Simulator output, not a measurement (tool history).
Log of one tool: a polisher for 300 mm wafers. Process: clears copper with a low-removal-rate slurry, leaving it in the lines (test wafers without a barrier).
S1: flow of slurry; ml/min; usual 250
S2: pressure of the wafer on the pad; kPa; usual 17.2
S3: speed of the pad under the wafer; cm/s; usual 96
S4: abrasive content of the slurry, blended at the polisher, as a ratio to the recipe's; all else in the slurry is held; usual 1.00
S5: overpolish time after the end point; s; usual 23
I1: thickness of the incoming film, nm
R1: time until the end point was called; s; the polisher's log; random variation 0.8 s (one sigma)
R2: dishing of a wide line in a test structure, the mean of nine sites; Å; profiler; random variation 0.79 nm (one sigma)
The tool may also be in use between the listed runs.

Run 1, hour 0.0: usual settings; I1 283.2. Result: R1 104.7 s, R2 443 Å.
Run 2, hour 17.1: usual settings; I1 278.4. Result: R1 104.6 s, R2 431 Å.
At hour 24.9: worn pad replaced by a new one.
Run 3, hour 28.9: usual settings; I1 284.6. Result: R1 98.9 s, R2 451 Å.
Run 4, hour 37.6: usual settings; I1 281.1. Result: R1 94.7 s, R2 463 Å.
Run 5, hour 55.3: usual settings; I1 277.7. Result: R1 96.4 s, R2 469 Å.
Run 6, hour 67.2: usual settings; I1 280.9. Result: R1 97.3 s, R2 461 Å.
Run 7, hour 80.9: usual settings; I1 278.0. Result: R1 97.1 s, R2 466 Å.
Run 8, hour 98.9: usual settings; I1 281.9. Result: R1 98.1 s, R2 450 Å.
Run 9, hour 109.4: usual settings; I1 280.9. Result: R1 99.2 s, R2 462 Å.
At hour 128.8: slurry blender recalibrated.
At hour 130.3: slurry nozzle cleaned.
At hour 148.6: head pressure recalibrated.
Run 10, hour 158.4: usual settings; I1 284.0. Result: R1 103.6 s, R2 447 Å.
Run 11, hour 172.1: usual settings; I1 276.2. Result: R1 101.8 s, R2 441 Å.
Run 12, hour 185.2: usual settings; I1 281.8. Result: R1 105.8 s, R2 440 Å.
Run 13, hour 199.1: usual settings but S3 106 cm/s; I1 283.8. Result: R1 96.4 s, R2 469 Å.
Run 14, hour 207.5: usual settings; I1 278.7. Result: R1 105.0 s, R2 434 Å.
Run 15, hour 219.0: usual settings but S2 14.5 kPa, S3 78 cm/s, S5 30 s; I1 278.9. Result: R1 153.3 s, R2 392 Å.
Run 16, hour 231.8: usual settings but S4 1.20, S5 37 s; I1 284.0. Result: R1 101.0 s, R2 661 Å.
Run 17, hour 244.2: usual settings; I1 281.1. Result: R1 105.9 s, R2 431 Å.
At hour 248.8: worn pad replaced by a new one.
Run 18, hour 252.9: usual settings but S2 14.5 kPa; I1 279.5. Result: R1 115.4 s, R2 405 Å.
At hour 257.4: slurry blender recalibrated.
Run 19, hour 267.6: usual settings; I1 278.7. Result: R1 96.0 s, R2 477 Å.
Run 20, hour 281.8: usual settings but S4 0.75; I1 284.3. Result: R1 109.1 s, R2 426 Å.
Run 21, hour 296.9: usual settings; I1 285.4. Result: R1 101.6 s, R2 456 Å.
Run 22, hour 304.3: usual settings but S1 325 ml/min, S2 13.8 kPa, S3 122 cm/s, S4 0.85; I1 275.0. Result: R1 99.2 s, R2 427 Å.
Run 23, hour 317.7: usual settings but S2 20.0 kPa; I1 277.7. Result: R1 85.5 s, R2 508 Å.
Run 24, hour 328.5: usual settings but S5 16 s; I1 280.3. Result: R1 98.4 s, R2 335 Å.
Run 25, hour 337.7: usual settings but S2 11.0 kPa, S3 124 cm/s; I1 278.4. Result: R1 122.2 s, R2 355 Å.

Forecast each of these 5 alternatives for the next run:
Run A, hour 338.2: usual settings but S2 22.8 kPa; I1 282.3. Result: R1 ?, R2 ?.
Run B, hour 338.2: usual settings but S1 320 ml/min, S2 13.8 kPa, S3 126 cm/s, S4 1.25; I1 282.3. Result: R1 ?, R2 ?.
Run C, hour 338.2: usual settings but S2 23.4 kPa; I1 282.3. Result: R1 ?, R2 ?.
Run D, hour 338.2: usual settings but S1 210 ml/min, S2 13.1 kPa, S3 62 cm/s, S5 34 s; I1 282.3. Result: R1 ?, R2 ?.
Run E, hour 338.2: usual settings but S1 290 ml/min; I1 282.3. Result: R1 ?, R2 ?.

run     R1   R2
  A   77.6  568
  B   89.9  484
  C   75.3  583
  D  209.9  326
  E  101.4  444
Without the tool's hidden state the same runs would have given:
run     R1   R2
  A   73.7  593
  B   85.4  505
  C   71.5  609
  D  199.2  341
  E   96.3  464

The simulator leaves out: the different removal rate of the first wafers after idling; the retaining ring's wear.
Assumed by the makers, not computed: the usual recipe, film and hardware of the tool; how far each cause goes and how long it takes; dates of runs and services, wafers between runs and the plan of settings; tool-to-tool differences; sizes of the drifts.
